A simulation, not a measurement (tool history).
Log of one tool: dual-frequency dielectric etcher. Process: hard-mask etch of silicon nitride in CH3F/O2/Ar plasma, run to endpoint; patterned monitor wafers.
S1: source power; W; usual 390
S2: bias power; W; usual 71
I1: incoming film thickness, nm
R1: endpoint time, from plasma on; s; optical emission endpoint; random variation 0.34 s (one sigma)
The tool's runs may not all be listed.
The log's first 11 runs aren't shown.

{"run": 12, "day": 23.979, "S1": 390, "S2": 71, "I1": 49.31, "R1": 67.7}
{"day": 24.746, "done": "bias power generator calibrated"}
{"run": 13, "day": 25.333, "S1": 450, "S2": 71, "I1": 49.18, "R1": 64.8}
{"run": 14, "day": 28.029, "S1": 390, "S2": 76, "I1": 49.38, "R1": 66}
{"run": 15, "day": 30.504, "S1": 390, "S2": 71, "I1": 49.18, "R1": 67.7}
{"day": 32.15, "done": "upper electrode replaced"}
{"run": 16, "day": 32.796, "S1": 390, "S2": 71, "I1": 49.18, "R1": 67.8}
{"run": 17, "day": 35.5, "S1": 390, "S2": 71, "I1": 49.49, "R1": 67.9}
{"run": 18, "day": 38.483, "S1": 440, "S2": 88, "I1": 49.33, "R1": 59.7}
{"run": 19, "day": 40.775, "S1": 390, "S2": 53, "I1": 49.67, "R1": 77.2}
{"day": 43.021, "done": "wet clean of the chamber"}
{"run": 20, "day": 43.042, "S1": 300, "S2": 71, "I1": 49.3, "R1": 73.4}
{"run": 21, "day": 44.392, "S1": 310, "S2": 59, "I1": 49.78, "R1": 79.7}
{"run": 22, "day": 46.988, "S1": 390, "S2": 71, "I1": 49.25, "R1": 68.4}
{"run": 23, "day": 48.558, "S1": 490, "S2": 61, "I1": 48.85, "R1": 67.3}
{"run": 24, "day": 49.775, "S1": 350, "S2": 65, "I1": 49.26, "R1": 73.6}
{"day": 51.317, "done": "source power generator calibrated"}
{"run": 25, "day": 51.583, "S1": 420, "S2": 59, "I1": 49.4, "R1": 72.2}
{"run": 26, "day": 54.158, "S1": 460, "S2": 63, "I1": 49.43, "R1": 68.5}
{"run": 27, "day": 56.875, "S1": 480, "S2": 87, "I1": 49.01, "R1": 58}
{"run": 28, "day": 59.471, "S1": 480, "S2": 56, "I1": 49.19, "R1": 70.4}
{"run": 29, "day": 61.175, "S1": 460, "S2": 56, "I1": 49.18, "R1": 72.3}
{"run": 30, "day": 63.821, "S1": 430, "S2": 55, "I1": 49.36, "R1": 74.2}
{"run": 31, "day": 65.042, "S1": 390, "S2": 71, "I1": 49.74, "R1": 67.9}
{"run": 32, "day": 66.933, "S1": 390, "S2": 71, "I1": 49.72, "R1": 68.3}

Forecast run 33:
{"run": 33, "day": 68.142, "S1": 450, "S2": 55, "I1": 49.17, "R1": "?"}

{"run 33": {"R1": 72.5}}
Without the tool's hidden state the same run would have given R1 72.5 s.
